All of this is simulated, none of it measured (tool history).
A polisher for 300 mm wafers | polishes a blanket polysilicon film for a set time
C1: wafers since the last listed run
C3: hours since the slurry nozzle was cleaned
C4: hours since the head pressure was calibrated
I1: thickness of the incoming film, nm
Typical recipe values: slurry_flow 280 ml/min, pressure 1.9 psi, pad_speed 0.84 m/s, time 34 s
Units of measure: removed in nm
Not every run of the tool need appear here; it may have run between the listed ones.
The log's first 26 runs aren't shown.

Run 27, hour 1498.5: usual settings but pressure 1.3 psi; C1 397; wafers polished on this pad 855; C3 249.6; C4 464.2; I1 1228.1. Result: removed 134.9 nm.
Run 28, hour 1541.1: usual settings but pad_speed 0.7 m/s; C1 427; wafers polished on this pad 1282; C3 292.2; C4 506.8; I1 1231.9. Result: removed 152.2 nm.
Run 29, hour 1602.7: usual settings but pad_speed 0.6 m/s; C1 618; wafers polished on this pad 1900; C3 353.8; C4 568.4; I1 1225.2. Result: removed 140.2 nm.
Run 30, hour 1662.6: usual settings but slurry_flow 365 ml/min, pressure 2.4 psi, pad_speed 0.96 m/s; C1 601; wafers polished on this pad 2502; C3 413.7; C4 628.3; I1 1234.3. Result: removed 207.7 nm.
Run 31, hour 1697.5: usual settings; C1 350; wafers polished on this pad 2852; C3 448.6; C4 663.2; I1 1212.9. Result: removed 165.4 nm.
Run 32, hour 1752.5: usual settings; C1 551; wafers polished on this pad 3404; C3 503.6; C4 718.2; I1 1224. Result: removed 165.7 nm.
Run 33, hour 1813.9: usual settings but pad_speed 1.02 m/s; C1 616; wafers polished on this pad 4020; C3 565; C4 779.6; I1 1216. Result: removed 185.2 nm.
Run 34, hour 1840.5: usual settings; C1 266; wafers polished on this pad 4287; C3 591.6; C4 806.2; I1 1238.2. Result: removed 166.4 nm.
At hour 1882.3: worn pad replaced by a new one.
Run 35, hour 1906.7: usual settings but time 31 s; C1 624; wafers polished on this pad 245; C3 657.8; C4 872.4; I1 1211.6. Result: removed 150.5 nm.
Run 36, hour 1946.7: usual settings but slurry_flow 335 ml/min, pressure 1.5 psi, pad_speed 0.58 m/s, time 28 s; C1 401; wafers polished on this pad 646; C3 697.8; C4 912.4; I1 1220.5. Result: removed 99.4 nm.

Each row is a separate what-if for the run after 36, all from the same tool condition, not one after another. Results?
Run A, hour 1947.1: usual settings but pad_speed 1.14 m/s; C1 4; wafers polished on this pad 650; C3 698.2; C4 912.8; I1 1222.7. Result: removed ?.
Run B, hour 1947.1: usual settings but pressure 1.7 psi, pad_speed 1.08 m/s, time 38 s; C1 4; wafers polished on this pad 650; C3 698.2; C4 912.8; I1 1222.7. Result: removed ?.
Run C, hour 1947.1: usual settings but pressure 2.4 psi, time 45 s; C1 4; wafers polished on this pad 650; C3 698.2; C4 912.8; I1 1222.7. Result: removed ?.
Run D, hour 1947.1: usual settings but pressure 1.3 psi, pad_speed 1.02 m/s; C1 4; wafers polished on this pad 650; C3 698.2; C4 912.8; I1 1222.7. Result: removed ?.
Run E, hour 1947.1: usual settings but slurry_flow 195 ml/min, time 25 s; C1 4; wafers polished on this pad 650; C3 698.2; C4 912.8; I1 1222.7. Result: removed ?.

run  removed
  A    198.6
  B    201.6
  C    253.3
  D    151.7
  E    120.2
With no hidden state in the tool, these same runs would have given:
run  removed
  A    201.4
  B    204.4
  C    256.8
  D    153.8
  E    122.2

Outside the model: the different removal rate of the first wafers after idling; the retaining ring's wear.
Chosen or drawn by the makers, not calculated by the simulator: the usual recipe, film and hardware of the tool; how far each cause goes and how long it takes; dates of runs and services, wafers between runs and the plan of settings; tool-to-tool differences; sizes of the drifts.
